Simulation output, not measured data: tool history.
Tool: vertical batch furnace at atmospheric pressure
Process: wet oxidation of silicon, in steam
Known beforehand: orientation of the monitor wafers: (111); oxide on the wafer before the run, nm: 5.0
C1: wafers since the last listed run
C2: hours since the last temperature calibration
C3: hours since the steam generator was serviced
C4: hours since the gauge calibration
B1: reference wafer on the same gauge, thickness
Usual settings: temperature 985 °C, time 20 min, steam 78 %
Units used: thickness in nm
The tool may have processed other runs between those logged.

run 1 hour=0 | temperature=973 time=22.5 steam=78 | C1=0 C2=1788.8 C3=2692 C4=168.4 | B1=194.88 | thickness=175.38
run 2 hour=97.5 | temperature=973 time=22.5 steam=78 | C1=1056 C2=1886.3 C3=2789.5 C4=265.9 | B1=195.07 | thickness=176.05
run 3 hour=186.5 | temperature=973 time=22.5 steam=78 | C1=964 C2=1975.3 C3=2878.5 C4=354.9 | B1=194.93 | thickness=176.3
run 4 hour=222.9 | temperature=994 time=20 steam=78 | C1=394 C2=2011.7 C3=2914.9 C4=391.3 | B1=194.74 | thickness=193.63
run 5 hour=330.4 | temperature=994 time=20 steam=78 | C1=1164 C2=2119.2 C3=3022.4 C4=498.8 | B1=194.94 | thickness=193.07
run 6 hour=404.3 | temperature=985 time=13 steam=78 | C1=800 C2=2193.1 C3=3096.3 C4=572.7 | B1=195.24 | thickness=129.97
run 7 hour=492.6 | temperature=985 time=13 steam=78 | C1=956 C2=2281.4 C3=3184.6 C4=661 | B1=195.1 | thickness=131.14
run 8 hour=564.5 | temperature=985 time=13 steam=78 | C1=779 C2=2353.3 C3=3256.5 C4=732.9 | B1=195.07 | thickness=129.69
-- hour=616.9 gauge calibrated
run 9 hour=628.5 | temperature=1008 time=13 steam=78 | C1=693 C2=2417.3 C3=3320.5 C4=11.6 | B1=194.93 | thickness=158.71
-- hour=661.9 thermocouples replaced and temperature profile calibrated
run 10 hour=691.9 | temperature=976 time=25 steam=70 | C1=426 C2=30 C3=3383.9 C4=75 | B1=195.18 | thickness=176.31
run 11 hour=762 | temperature=985 time=10.5 steam=85 | C1=759 C2=100.1 C3=3454 C4=145.1 | B1=194.98 | thickness=115.94
run 12 hour=828.5 | temperature=985 time=20 steam=78 | C1=720 C2=166.6 C3=3520.5 C4=211.6 | B1=194.92 | thickness=176.65
-- hour=866 steam generator serviced
run 13 hour=872.6 | temperature=985 time=20 steam=78 | C1=217 C2=210.7 C3=6.6 C4=255.7 | B1=194.92 | thickness=182.47
run 14 hour=966.3 | temperature=998 time=16 steam=66 | C1=1015 C2=304.4 C3=100.3 C4=349.4 | B1=194.91 | thickness=153.23

For run 15, what comes out?
run 15 hour=1020.1 | temperature=985 time=20 steam=83 | C1=583 C2=358.2 C3=154.1 C4=403.2 | B1=? | thickness=?

Run 15 measured B1 194.78, thickness 189.58 nm.
The same run, on a tool lacking any hidden state, would have yielded thickness 191.42 nm.

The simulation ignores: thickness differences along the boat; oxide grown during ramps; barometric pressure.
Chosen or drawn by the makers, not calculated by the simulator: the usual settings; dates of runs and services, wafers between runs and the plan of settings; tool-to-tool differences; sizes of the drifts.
